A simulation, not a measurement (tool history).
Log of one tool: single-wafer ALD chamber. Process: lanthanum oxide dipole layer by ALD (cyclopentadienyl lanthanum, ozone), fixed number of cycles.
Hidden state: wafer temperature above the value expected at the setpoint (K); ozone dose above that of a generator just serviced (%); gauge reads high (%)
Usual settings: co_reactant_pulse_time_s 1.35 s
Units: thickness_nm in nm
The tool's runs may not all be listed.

run,hour,co_reactant_pulse_time_s,wafers since the last listed run,hours since the last thermocouple change,hours since the last ozone generator service,hours since the showerhead was replaced,hours since the gauge calibration,"read-back reference wafer on the same gauge, thickness_nm",thickness_nm
1,0,1.76,0,1188.6,1022,2238.1,571.7,0.599,0.532
# hour 38.7: gauge calibrated
2,39,1.76,746,1227.6,1061,2277.1,0.3,0.599,0.534
3,99.5,1.49,1158,1288.1,1121.5,2337.6,60.8,0.598,0.52
4,144.6,1.1,863,1333.2,1166.6,2382.7,105.9,0.599,0.49
5,231.4,1.35,1662,1420,1253.4,2469.5,192.7,0.598,0.506
6,274.8,1.11,831,1463.4,1296.8,2512.9,236.1,0.598,0.489
7,316.1,1.11,791,1504.7,1338.1,2554.2,277.4,0.598,0.482
8,362.8,1.49,894,1551.4,1384.8,2600.9,324.1,0.598,0.514
# hour 401.3: showerhead replaced, of another model than before
9,446,1.18,1440,1634.6,1468,44.7,407.3,0.598,0.466
10,510.9,0.82,1243,1699.5,1532.9,109.6,472.2,0.598,0.393
11,616.1,1.14,2014,1804.7,1638.1,214.8,577.4,0.598,0.45
# hour 645.1: ozone generator serviced
# hour 661.7: gauge calibrated
# hour 678.7: thermocouple changed; heater temperature recalibrated
12,689.1,1.35,1091,10.4,44,287.8,27.4,0.597,0.519
13,748.7,0.87,1141,70,103.6,347.4,87,0.599,0.456
14,808.8,1.74,1151,130.1,163.7,407.5,147.1,0.598,0.539
15,883,1.35,1421,204.3,237.9,481.7,221.3,0.598,0.521

Forecast each of these 5 alternatives for the next run:
A,883.4,0.99,7,204.7,238.3,482.1,221.7,?,?
B,883.4,1.63,7,204.7,238.3,482.1,221.7,?,?
C,883.4,1.12,7,204.7,238.3,482.1,221.7,?,?
D,883.4,0.84,7,204.7,238.3,482.1,221.7,?,?
E,883.4,0.94,7,204.7,238.3,482.1,221.7,?,?

run,"read-back reference wafer on the same gauge, thickness_nm",thickness_nm
A,0.598,0.475
B,0.598,0.535
C,0.598,0.494
D,0.598,0.446
E,0.598,0.466
Without the tool's hidden state the same runs would have given:
run,thickness_nm
A,0.481
B,0.538
C,0.499
D,0.453
E,0.473
